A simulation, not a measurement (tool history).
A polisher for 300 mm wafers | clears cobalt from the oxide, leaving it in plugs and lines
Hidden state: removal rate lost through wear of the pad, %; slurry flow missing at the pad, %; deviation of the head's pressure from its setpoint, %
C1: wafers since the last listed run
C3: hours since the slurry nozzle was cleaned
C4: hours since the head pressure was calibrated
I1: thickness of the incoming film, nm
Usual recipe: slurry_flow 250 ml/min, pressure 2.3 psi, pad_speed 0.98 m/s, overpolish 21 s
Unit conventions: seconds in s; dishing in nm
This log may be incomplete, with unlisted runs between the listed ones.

run 1 hour=0.0 | slurry_flow=250 pressure=2.3 pad_speed=0.98 overpolish=21 | C1=0 wafers_polished_on_this_pad=241 C3=464.0 C4=904.0 | I1=219.9 | seconds=39.9 dishing=64.1
run 2 hour=36.0 | slurry_flow=250 pressure=2.3 pad_speed=0.98 overpolish=21 | C1=201 wafers_polished_on_this_pad=443 C3=500.0 C4=940.0 | I1=217.9 | seconds=39.1 dishing=64.2
run 3 hour=65.9 | slurry_flow=250 pressure=2.3 pad_speed=0.98 overpolish=21 | C1=167 wafers_polished_on_this_pad=610 C3=529.9 C4=969.9 | I1=220.8 | seconds=42.2 dishing=62.5
run 4 hour=81.1 | slurry_flow=250 pressure=2.3 pad_speed=0.98 overpolish=21 | C1=85 wafers_polished_on_this_pad=695 C3=545.1 C4=985.1 | I1=217.7 | seconds=40.5 dishing=60.6
run 5 hour=109.7 | slurry_flow=250 pressure=2.3 pad_speed=0.98 overpolish=21 | C1=160 wafers_polished_on_this_pad=855 C3=573.7 C4=1013.7 | I1=218.8 | seconds=41.5 dishing=60.6
run 6 hour=139.0 | slurry_flow=250 pressure=2.3 pad_speed=0.98 overpolish=21 | C1=164 wafers_polished_on_this_pad=1019 C3=603.0 C4=1043.0 | I1=222.8 | seconds=42.9 dishing=58.3
-- hour=158.8 worn pad replaced by a new one
-- hour=168.3 head pressure recalibrated
run 7 hour=171.4 | slurry_flow=250 pressure=2.3 pad_speed=0.98 overpolish=21 | C1=147 wafers_polished_on_this_pad=59 C3=635.4 C4=3.1 | I1=218.3 | seconds=37.8 dishing=64.7
run 8 hour=198.8 | slurry_flow=250 pressure=3.0 pad_speed=0.84 overpolish=11 | C1=153 wafers_polished_on_this_pad=212 C3=662.8 C4=30.5 | I1=222.2 | seconds=37.5 dishing=47.7
-- hour=201.7 slurry nozzle cleaned
run 9 hour=296.4 | slurry_flow=330 pressure=1.8 pad_speed=0.80 overpolish=21 | C1=540 wafers_polished_on_this_pad=753 C3=94.7 C4=128.1 | I1=223.2 | seconds=61.8 dishing=49.5
run 10 hour=331.1 | slurry_flow=290 pressure=2.3 pad_speed=1.14 overpolish=8 | C1=194 wafers_polished_on_this_pad=947 C3=129.4 C4=162.8 | I1=219.8 | seconds=34.5 dishing=37.3
run 11 hour=363.2 | slurry_flow=190 pressure=2.8 pad_speed=0.98 overpolish=21 | C1=179 wafers_polished_on_this_pad=1127 C3=161.5 C4=194.9 | I1=221.0 | seconds=38.7 dishing=64.3
run 12 hour=378.8 | slurry_flow=175 pressure=1.7 pad_speed=1.22 overpolish=21 | C1=87 wafers_polished_on_this_pad=1214 C3=177.1 C4=210.5 | I1=219.6 | seconds=44.9 dishing=56.8
-- hour=407.6 worn pad replaced by a new one
run 13 hour=408.1 | slurry_flow=250 pressure=2.3 pad_speed=0.98 overpolish=21 | C1=141 wafers_polished_on_this_pad=3 C3=206.4 C4=239.8 | I1=224.7 | seconds=38.0 dishing=64.4
run 14 hour=420.9 | slurry_flow=295 pressure=1.5 pad_speed=0.98 overpolish=21 | C1=71 wafers_polished_on_this_pad=74 C3=219.2 C4=252.6 | I1=217.2 | seconds=52.7 dishing=53.3
run 15 hour=443.8 | slurry_flow=250 pressure=2.3 pad_speed=0.98 overpolish=8 | C1=128 wafers_polished_on_this_pad=202 C3=242.1 C4=275.5 | I1=222.7 | seconds=40.7 dishing=34.3

4 ways to go on from here, each from the tool as it stands after run 15. What would each give?
run A hour=444.2 | slurry_flow=250 pressure=2.3 pad_speed=0.98 overpolish=29 | C1=2 wafers_polished_on_this_pad=205 C3=242.5 C4=275.9 | I1=219.7 | seconds=? dishing=?
run B hour=444.2 | slurry_flow=250 pressure=1.7 pad_speed=0.98 overpolish=21 | C1=2 wafers_polished_on_this_pad=205 C3=242.5 C4=275.9 | I1=219.7 | seconds=? dishing=?
run C hour=444.2 | slurry_flow=250 pressure=2.3 pad_speed=0.98 overpolish=14 | C1=2 wafers_polished_on_this_pad=205 C3=242.5 C4=275.9 | I1=219.7 | seconds=? dishing=?
run D hour=444.2 | slurry_flow=280 pressure=2.3 pad_speed=0.98 overpolish=21 | C1=2 wafers_polished_on_this_pad=205 C3=242.5 C4=275.9 | I1=219.7 | seconds=? dishing=?

run=A seconds=40.3 dishing=69.4
run=B seconds=51.4 dishing=54.8
run=C seconds=40.3 dishing=49.9
run=D seconds=39.8 dishing=61.9
Stripped of hidden state, with their random variation kept, the same runs would have yielded:
run=A seconds=37.9 dishing=70.7
run=B seconds=48.3 dishing=56.6
run=C seconds=37.9 dishing=51.8
run=D seconds=37.4 dishing=63.5
